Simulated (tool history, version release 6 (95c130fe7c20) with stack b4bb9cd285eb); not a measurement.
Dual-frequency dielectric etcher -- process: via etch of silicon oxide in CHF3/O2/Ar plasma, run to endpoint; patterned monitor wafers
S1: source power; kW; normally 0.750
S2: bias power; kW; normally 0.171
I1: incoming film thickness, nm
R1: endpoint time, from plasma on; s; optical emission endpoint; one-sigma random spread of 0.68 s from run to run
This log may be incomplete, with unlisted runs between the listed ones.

run    hour     S1     S2     I1     R1
  1     0.0  0.750  0.189  479.4  217.9
       29.7  -- wet clean of the chamber
  2   161.7  0.750  0.189  475.9  218.7
  3   193.9  0.750  0.171  478.2  230.8
  4   241.0  0.750  0.171  474.8  228.2
  5   286.5  0.750  0.171  475.1  228.4
  6   315.0  0.750  0.171  474.8  229.1
  7   369.0  0.750  0.171  481.7  232.2
      393.8  -- upper electrode replaced
      416.8  -- wet clean of the chamber
  8   417.3  0.750  0.171  479.8  234.8
      423.0  -- bias power generator calibrated
  9   445.0  0.750  0.171  478.2  234.5
 10   469.3  0.750  0.171  476.4  232.5
 11   534.5  0.750  0.171  476.4  233.0
 12   581.4  0.750  0.171  480.3  233.6
 13   625.2  0.750  0.141  474.2  254.2
 14   734.5  0.830  0.209  478.5  200.0
      759.7  -- source power generator calibrated
      790.7  -- wet clean of the chamber
 15   791.7  0.750  0.206  477.8  207.2
 16   851.3  0.920  0.211  473.4  186.3
 17   913.2  0.600  0.154  475.3  261.0
 18   975.7  0.750  0.148  473.7  240.7
 19  1040.8  0.670  0.143  475.9  256.9
 20  1095.3  0.750  0.171  475.7  222.1
 21  1163.1  0.850  0.197  479.0  198.9
 22  1190.6  0.630  0.138  475.7  268.5

What if the next run were any one of these 4? Each begins from the tool's condition after run 22:
  A  1191.1  0.750  0.171  472.6   ?
  B  1191.1  0.910  0.171  472.6   ?
  C  1191.1  0.610  0.171  472.6   ?
  D  1191.1  0.600  0.171  472.6   ?

run     R1
  A  220.2
  B  202.6
  C  241.1
  D  242.9
Without the tool's hidden state the same runs would have given:
run     R1
  A  225.4
  B  207.4
  C  246.8
  D  248.6
